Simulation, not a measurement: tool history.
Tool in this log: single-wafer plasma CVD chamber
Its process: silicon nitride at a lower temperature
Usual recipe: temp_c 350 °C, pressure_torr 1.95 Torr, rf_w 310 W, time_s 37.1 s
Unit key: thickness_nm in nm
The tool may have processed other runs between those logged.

| run | day | temp_c | pressure_torr | rf_w | time_s | read-back reference wafer on the same gauge, thickness_nm | thickness_nm |
|---|---|---|---|---|---|---|---|
| 1 | 0 | 350 | 1.95 | 310 | 37.1 | 47.451 | 43.727 |
| 2 | 1 | 350 | 1.95 | 310 | 37.1 | 47.256 | 43.941 |
|  | 1.342 | thermocouple changed; heater temperature recalibrated |
| 3 | 2.592 | 350 | 1.95 | 310 | 37.1 | 47.35 | 43.426 |
| 4 | 7.712 | 350 | 1.64 | 310 | 37.1 | 47.505 | 42.52 |
| 5 | 9.546 | 350 | 1.55 | 310 | 37.1 | 47.35 | 41.66 |
|  | 11.079 | capacitance manometer re-zeroed and calibrated |
| 6 | 12.538 | 337 | 1.53 | 345 | 39 | 47.331 | 47.81 |
| 7 | 14.017 | 354 | 1.95 | 310 | 41.9 | 47.46 | 49.187 |
| 8 | 15.308 | 350 | 1.95 | 310 | 37.1 | 47.412 | 43.335 |
| 9 | 16.675 | 350 | 1.95 | 310 | 37.1 | 47.396 | 43.411 |
| 10 | 22.621 | 350 | 1.95 | 310 | 37.1 | 47.405 | 43.34 |
| 11 | 23.838 | 343 | 2.08 | 350 | 43 | 47.38 | 55.332 |
| 12 | 25.621 | 350 | 1.95 | 280 | 34.9 | 47.428 | 38.197 |
| 13 | 28.579 | 350 | 1.95 | 310 | 37.1 | 47.419 | 43.32 |
| 14 | 29.762 | 346 | 1.95 | 310 | 37.1 | 47.423 | 43.603 |
| 15 | 31.008 | 356 | 1.95 | 310 | 37.1 | 47.289 | 43.316 |
|  | 32.458 | RF generator calibrated |
| 16 | 33.862 | 350 | 1.57 | 310 | 37.1 | 47.459 | 44.353 |
| 17 | 35.783 | 350 | 1.95 | 330 | 40.3 | 47.451 | 52.061 |
| 18 | 38.138 | 337 | 1.95 | 310 | 37.1 | 47.347 | 46.133 |
|  | 39.329 | gauge calibrated |
| 19 | 43.225 | 364 | 1.95 | 260 | 37.1 | 47.324 | 40.271 |
| 20 | 45.588 | 350 | 2.35 | 340 | 37.1 | 47.357 | 49.65 |
| 21 | 47.871 | 335 | 2.27 | 310 | 37.1 | 47.363 | 46.85 |
| 22 | 50.3 | 359 | 1.8 | 310 | 40.7 | 47.466 | 48.532 |
| 23 | 52.388 | 361 | 2.09 | 310 | 37.1 | 47.249 | 45.149 |
| 24 | 54.796 | 336 | 1.69 | 355 | 31.9 | 47.349 | 41.466 |
|  | 56.95 | capacitance manometer re-zeroed and calibrated |
| 25 | 59.904 | 343 | 1.58 | 265 | 37.1 | 47.332 | 39.094 |
| 26 | 61.629 | 362 | 1.95 | 270 | 39.3 | 47.398 | 42.906 |
| 27 | 63.696 | 337 | 2.29 | 310 | 41.6 | 47.349 | 51.738 |
| 28 | 65.567 | 350 | 1.95 | 310 | 37.1 | 47.447 | 44.608 |
| 29 | 66.892 | 362 | 1.95 | 285 | 34.3 | 47.504 | 39.152 |

Each row is a separate what-if for the run after 29, all from the same tool condition, not one after another. Results?
| A | 66.908 | 350 | 1.95 | 310 | 37.1 | ? | ? |
| B | 66.908 | 350 | 1.95 | 310 | 42.2 | ? | ? |
| C | 66.908 | 354 | 2.37 | 260 | 37.1 | ? | ? |

| run | read-back reference wafer on the same gauge, thickness_nm | thickness_nm |
|---|---|---|
| A | 47.287 | 44.298 |
| B | 47.287 | 50.374 |
| C | 47.287 | 40.648 |
Stripped of hidden state, with their random variation kept, the same runs would have yielded:
| run | thickness_nm |
|---|---|
| A | 46.013 |
| B | 52.325 |
| C | 42.306 |

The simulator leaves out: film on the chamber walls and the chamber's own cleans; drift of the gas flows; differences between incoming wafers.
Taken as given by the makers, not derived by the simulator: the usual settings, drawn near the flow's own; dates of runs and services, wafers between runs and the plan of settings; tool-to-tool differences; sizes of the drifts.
